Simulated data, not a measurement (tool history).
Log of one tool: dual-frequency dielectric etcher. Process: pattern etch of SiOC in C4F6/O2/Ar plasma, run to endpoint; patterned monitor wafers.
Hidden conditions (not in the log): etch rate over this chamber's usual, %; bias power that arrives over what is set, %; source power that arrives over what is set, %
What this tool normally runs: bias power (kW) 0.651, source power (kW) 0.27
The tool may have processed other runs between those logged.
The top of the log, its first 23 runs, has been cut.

run	hour	bias power (kW)	source power (kW)	wafers since the last listed run	hours since the last wet clean	hours since the last bias power generator calibration	hours since the last source power generator calibration	hours since the last upper electrode change	incoming incoming film thickness, nm	endpoint time (s)
# hour 1951.4: source power generator calibrated
# hour 1957.8: wet clean of the chamber
24	1958.3	0.748	0.2	1787	0.5	372.6	6.9	474.7	36.87	14.9
25	1990.9	0.796	0.29	511	33.1	405.2	39.5	507.3	36.71	10.7
26	2027.9	0.651	0.27	580	70.1	442.2	76.5	544.3	36.7	13
27	2252.5	0.651	0.27	3523	294.7	666.8	301.1	768.9	36.75	13
28	2334.4	0.749	0.27	1284	376.6	748.7	383	850.8	36.95	11.7
29	2422.8	0.56	0.31	1386	465	837.1	471.4	939.2	37.23	13.8
30	2483.6	0.518	0.24	953	525.8	897.9	532.2	1000	37.3	17.8
31	2559.4	0.516	0.3	1189	601.6	973.7	608	1075.8	37.01	15.4
32	2664.1	0.772	0.21	1642	706.3	1078.4	712.7	1180.5	36.67	13.4
# hour 2786.3: wet clean of the chamber
33	2873.6	0.603	0.27	2910	87.3	1287.9	922.2	1390	36.7	14.3
34	2925.5	0.651	0.27	814	139.2	1339.8	974.1	1441.9	37.15	13.3
35	3027.1	0.651	0.27	1594	240.8	1441.4	1075.7	1543.5	36.59	12.9
36	3078.6	0.594	0.24	808	292.3	1492.9	1127.2	1595	36.41	15.3

Below are 3 alternative next runs, each starting from the tool's condition after run 36. Predict each:
A	3079	0.704	0.27	6	292.7	1493.3	1127.6	1595.4	36.88	?
B	3079	0.779	0.2	6	292.7	1493.3	1127.6	1595.4	36.88	?
C	3079	0.779	0.22	6	292.7	1493.3	1127.6	1595.4	36.88	?

run	endpoint time (s)
A	12.1
B	14.1
C	13
Stripped of hidden state, with their random variation kept, the same runs would have yielded:
run	endpoint time (s)
A	12.4
B	14.4
C	13.3
